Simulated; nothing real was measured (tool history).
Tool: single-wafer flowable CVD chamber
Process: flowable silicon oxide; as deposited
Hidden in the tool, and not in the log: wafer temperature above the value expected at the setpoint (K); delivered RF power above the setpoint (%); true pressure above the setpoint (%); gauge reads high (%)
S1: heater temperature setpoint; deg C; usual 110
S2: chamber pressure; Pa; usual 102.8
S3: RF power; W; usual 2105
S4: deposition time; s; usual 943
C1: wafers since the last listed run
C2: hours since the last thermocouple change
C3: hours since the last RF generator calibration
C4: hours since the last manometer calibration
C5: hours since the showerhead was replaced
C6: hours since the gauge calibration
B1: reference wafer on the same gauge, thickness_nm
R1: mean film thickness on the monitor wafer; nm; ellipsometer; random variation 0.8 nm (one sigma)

| run | hour | S1 | S2 | S3 | S4 | C1 | C2 | C3 | C4 | C5 | C6 | B1 | R1 |
|---|---|---|---|---|---|---|---|---|---|---|---|---|---|
| 1 | 0.0 | 110 | 102.8 | 2105 | 904 | 0 | 214.9 | 718.1 | 717.6 | 3891.4 | 1068.6 | 403.977 | 337.327 |
| 2 | 25.9 | 110 | 102.8 | 2105 | 904 | 74 | 240.8 | 744.0 | 743.5 | 3917.3 | 1094.5 | 404.098 | 335.372 |
| 3 | 90.4 | 110 | 102.8 | 2105 | 904 | 185 | 305.3 | 808.5 | 808.0 | 3981.8 | 1159.0 | 404.199 | 336.565 |
|  | 105.6 | thermocouple changed; heater temperature recalibrated, repeated, since the last time left the tool worse |
| 4 | 141.6 | 110 | 82.9 | 2105 | 983 | 124 | 36.0 | 859.7 | 859.2 | 4033.0 | 1210.2 | 403.920 | 306.847 |
| 5 | 180.5 | 110 | 124.9 | 2215 | 943 | 111 | 74.9 | 898.6 | 898.1 | 4071.9 | 1249.1 | 403.890 | 442.793 |
| 6 | 252.3 | 119 | 85.7 | 2470 | 943 | 206 | 146.7 | 970.4 | 969.9 | 4143.7 | 1320.9 | 403.938 | 228.036 |
| 7 | 290.1 | 117 | 126.1 | 2235 | 877 | 108 | 184.5 | 1008.2 | 1007.7 | 4181.5 | 1358.7 | 403.915 | 326.507 |
| 8 | 338.8 | 114 | 102.8 | 1705 | 943 | 139 | 233.2 | 1056.9 | 1056.4 | 4230.2 | 1407.4 | 403.930 | 303.261 |
|  | 376.1 | showerhead replaced |
| 9 | 459.6 | 122 | 90.9 | 1975 | 873 | 324 | 354.0 | 1177.7 | 1177.2 | 83.5 | 1528.2 | 404.079 | 197.421 |
|  | 478.4 | gauge calibrated |
| 10 | 492.3 | 117 | 102.8 | 2105 | 943 | 93 | 386.7 | 1210.4 | 1209.9 | 116.2 | 13.9 | 403.913 | 284.840 |
|  | 538.1 | capacitance manometer re-zeroed and calibrated |
| 11 | 538.6 | 110 | 102.8 | 2105 | 943 | 110 | 433.0 | 1256.7 | 0.5 | 162.5 | 60.2 | 404.227 | 361.670 |
| 12 | 559.2 | 110 | 88.5 | 2105 | 943 | 59 | 453.6 | 1277.3 | 21.1 | 183.1 | 80.8 | 404.117 | 311.832 |
| 13 | 626.6 | 110 | 78.8 | 2105 | 943 | 193 | 521.0 | 1344.7 | 88.5 | 250.5 | 148.2 | 403.999 | 280.543 |
| 14 | 690.4 | 110 | 127.9 | 1705 | 943 | 183 | 584.8 | 1408.5 | 152.3 | 314.3 | 212.0 | 404.045 | 428.434 |
| 15 | 751.4 | 110 | 102.8 | 2105 | 943 | 175 | 645.8 | 1469.5 | 213.3 | 375.3 | 273.0 | 404.066 | 359.618 |
| 16 | 812.5 | 110 | 112.7 | 2105 | 943 | 175 | 706.9 | 1530.6 | 274.4 | 436.4 | 334.1 | 403.842 | 394.919 |
| 17 | 855.2 | 110 | 120.8 | 2105 | 771 | 122 | 749.6 | 1573.3 | 317.1 | 479.1 | 376.8 | 404.020 | 343.392 |
| 18 | 906.7 | 110 | 102.8 | 2105 | 904 | 148 | 801.1 | 1624.8 | 368.6 | 530.6 | 428.3 | 403.776 | 345.640 |
|  | 916.8 | RF generator calibrated |
| 19 | 967.3 | 110 | 102.8 | 2105 | 904 | 151 | 861.7 | 50.5 | 429.2 | 591.2 | 488.9 | 404.008 | 343.637 |
| 20 | 1008.9 | 116 | 102.8 | 2105 | 943 | 119 | 903.3 | 92.1 | 470.8 | 632.8 | 530.5 | 403.702 | 292.133 |
| 21 | 1075.1 | 122 | 128.1 | 2360 | 943 | 190 | 969.5 | 158.3 | 537.0 | 699.0 | 596.7 | 404.124 | 304.664 |
| 22 | 1131.6 | 114 | 102.8 | 2300 | 943 | 162 | 1026.0 | 214.8 | 593.5 | 755.5 | 653.2 | 403.955 | 316.327 |
| 23 | 1189.1 | 110 | 102.8 | 2105 | 904 | 165 | 1083.5 | 272.3 | 651.0 | 813.0 | 710.7 | 404.106 | 342.675 |
| 24 | 1236.4 | 110 | 102.8 | 2105 | 943 | 135 | 1130.8 | 319.6 | 698.3 | 860.3 | 758.0 | 403.872 | 358.776 |
| 25 | 1267.6 | 110 | 102.8 | 2105 | 943 | 89 | 1162.0 | 350.8 | 729.5 | 891.5 | 789.2 | 404.045 | 357.547 |
| 26 | 1300.0 | 110 | 102.8 | 2295 | 943 | 93 | 1194.4 | 383.2 | 761.9 | 923.9 | 821.6 | 403.786 | 363.260 |
| 27 | 1361.0 | 123 | 102.8 | 2400 | 943 | 175 | 1255.4 | 444.2 | 822.9 | 984.9 | 882.6 | 404.031 | 238.539 |
| 28 | 1412.8 | 110 | 102.8 | 2105 | 943 | 148 | 1307.2 | 496.0 | 874.7 | 1036.7 | 934.4 | 404.070 | 357.867 |

4 ways to go on from here, each from the tool as it stands after run 28. What would each give?
| A | 1413.5 | 110 | 102.8 | 2105 | 943 | 2 | 1307.9 | 496.7 | 875.4 | 1037.4 | 935.1 | ? | ? |
| B | 1413.5 | 119 | 125.5 | 2105 | 1109 | 2 | 1307.9 | 496.7 | 875.4 | 1037.4 | 935.1 | ? | ? |
| C | 1413.5 | 110 | 87.2 | 1945 | 943 | 2 | 1307.9 | 496.7 | 875.4 | 1037.4 | 935.1 | ? | ? |
| D | 1413.5 | 110 | 77.7 | 2105 | 893 | 2 | 1307.9 | 496.7 | 875.4 | 1037.4 | 935.1 | ? | ? |

| run | B1 | R1 |
|---|---|---|
| A | 403.984 | 358.531 |
| B | 403.984 | 376.759 |
| C | 403.984 | 302.160 |
| D | 403.984 | 260.082 |
Without the tool's hidden state the same runs would have given:
| run | R1 |
|---|---|
| A | 363.441 |
| B | 381.256 |
| C | 306.298 |
| D | 263.644 |

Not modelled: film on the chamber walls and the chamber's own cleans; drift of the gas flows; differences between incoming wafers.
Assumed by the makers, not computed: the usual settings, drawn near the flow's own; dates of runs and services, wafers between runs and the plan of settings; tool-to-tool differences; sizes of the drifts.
